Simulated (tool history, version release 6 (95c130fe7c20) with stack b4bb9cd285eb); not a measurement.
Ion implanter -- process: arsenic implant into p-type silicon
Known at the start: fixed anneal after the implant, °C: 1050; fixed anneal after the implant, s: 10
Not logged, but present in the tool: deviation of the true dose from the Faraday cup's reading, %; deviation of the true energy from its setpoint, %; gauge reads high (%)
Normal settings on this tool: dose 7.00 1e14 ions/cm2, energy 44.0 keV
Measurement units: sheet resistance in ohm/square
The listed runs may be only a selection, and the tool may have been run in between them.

run    hour  dose  energy  wafers since the last listed run  hours since the last dose calibration  hours since the extraction supply was calibrated  hours since the gauge calibration  read-back reference wafer on the same gauge, sheet resistance  sheet resistance
  1     0.0  7.00    51.5                                 0                                  930.7                                            2376.2                             3095.5                                                         152.00            139.37
  2    78.9  7.00    51.5                              1662                                 1009.6                                            2455.1                             3174.4                                                         152.19            138.87
  3   169.7  7.00    44.0                              1913                                 1100.4                                            2545.9                             3265.2                                                         152.20            141.66
  4   209.6  7.00    44.0                               840                                 1140.3                                            2585.8                             3305.1                                                         152.27            142.80
  5   307.5  7.00    44.0                              2063                                 1238.2                                            2683.7                             3403.0                                                         152.43            142.75
  6   353.0  7.00    44.0                               958                                 1283.7                                            2729.2                             3448.5                                                         152.54            142.40
  7   398.7  7.00    44.0                               963                                 1329.4                                            2774.9                             3494.2                                                         152.50            142.14
  8   445.3  7.00    44.0                               982                                 1376.0                                            2821.5                             3540.8                                                         152.64            142.21
  9   548.2  7.00    44.0                              2168                                 1478.9                                            2924.4                             3643.7                                                         152.58            143.07
 10   612.9  8.04    44.0                              1363                                 1543.6                                            2989.1                             3708.4                                                         152.71            127.83
 11   685.1  8.04    44.0                              1521                                 1615.8                                            3061.3                             3780.6                                                         152.83            128.54
 12   784.4  7.00    44.0                              2092                                 1715.1                                            3160.6                             3879.9                                                         152.89            142.67
 13   855.4  7.00    44.0                              1496                                 1786.1                                            3231.6                             3950.9                                                         152.96            143.29
 14   925.2  7.00    44.0                              1471                                 1855.9                                            3301.4                             4020.7                                                         152.99            142.38
 15  1003.4  7.00    44.0                              1648                                 1934.1                                            3379.6                             4098.9                                                         153.04            142.44
 16  1099.8  9.02    33.5                              2031                                 2030.5                                            3476.0                             4195.3                                                         153.24            125.17
 17  1136.4  7.00    33.5                               771                                 2067.1                                            3512.6                             4231.9                                                         153.26            149.99
 18  1218.0  8.10    56.5                              1719                                 2148.7                                            3594.2                             4313.5                                                         153.31            124.20
 19  1316.7  7.00    37.5                              2080                                 2247.4                                            3692.9                             4412.2                                                         153.43            146.45
 20  1397.9  7.00    53.0                              1711                                 2328.6                                            3774.1                             4493.4                                                         153.45            139.55
     1433.1  -- Faraday cup replaced and dose calibrated
 21  1485.2  7.00    44.0                              1671                                   52.1                                            3861.4                             4580.7                                                         153.63            143.48
 22  1583.1  9.00    39.5                              2063                                  150.0                                            3959.3                             4678.6                                                         153.60            121.41
 23  1639.9  5.65    39.5                              1197                                  206.8                                            4016.1                             4735.4                                                         153.85            171.76
 24  1680.7  7.00    44.0                               859                                  247.6                                            4056.9                             4776.2                                                         153.86            144.62
 25  1758.6  7.00    44.0                              1641                                  325.5                                            4134.8                             4854.1                                                         154.01            144.20
     1811.7  -- gauge calibrated
 26  1835.8  7.00    44.0                              1627                                  402.7                                            4212.0                               24.1                                                         147.55            138.47
     1891.1  -- extraction supply calibrated
 27  1899.9  6.18    50.0                              1182                                  466.8                                               8.8                               88.2                                                         147.43            148.96
 28  1960.2  7.00    56.0                              1270                                  527.1                                              69.1                              148.5                                                         147.70            133.32
 29  2051.8  7.00    44.0                              1930                                  618.7                                             160.7                              240.1                                                         147.77            138.48
 30  2113.5  6.25    56.5                              1300                                  680.4                                             222.4                              301.8                                                         147.72            145.12
 31  2206.4  8.10    56.5                              1957                                  773.3                                             315.3                              394.7                                                         147.84            119.39
 32  2284.6  8.47    53.5                              1648                                  851.5                                             393.5                              472.9                                                         147.84            117.45
 33  2339.9  8.94    44.0                              1165                                  906.8                                             448.8                              528.2                                                         148.00            116.65
 34  2388.1  8.76    28.5                              1015                                  955.0                                             497.0                              576.4                                                         148.07            126.86
 35  2487.7  7.00    51.5                              2099                                 1054.6                                             596.6                              676.0                                                         148.12            135.12
 36  2524.6  7.00    56.0                               777                                 1091.5                                             633.5                              712.9                                                         148.22            133.64
 37  2631.7  8.92    59.0                              2257                                 1198.6                                             740.6                              820.0                                                         148.28            111.76
 38  2737.1  8.95    48.5                              2221                                 1304.0                                             846.0                              925.4                                                         148.46            113.29

Across each entry between runs, compare the hidden state at the last listed run before it with the hidden state at the first listed run after it:
Logged between run 20 and run 21: Faraday cup replaced and dose calibrated (hour 1433.1)
  gauge reads high (%): 3.73 -> 3.79
  measured minus no-state result, sheet resistance: +5.02 -> +5.24 ohm/square
Logged between run 25 and run 26: gauge calibrated (hour 1811.7)
  gauge reads high (%): 3.99 -> -0.328
  measured minus no-state result, sheet resistance: +5.53 -> -0.46 ohm/square
Logged between run 26 and run 27: extraction supply calibrated (hour 1891.1)
  gauge reads high (%): -0.328 -> -0.283
  measured minus no-state result, sheet resistance: -0.46 -> -0.42 ohm/square
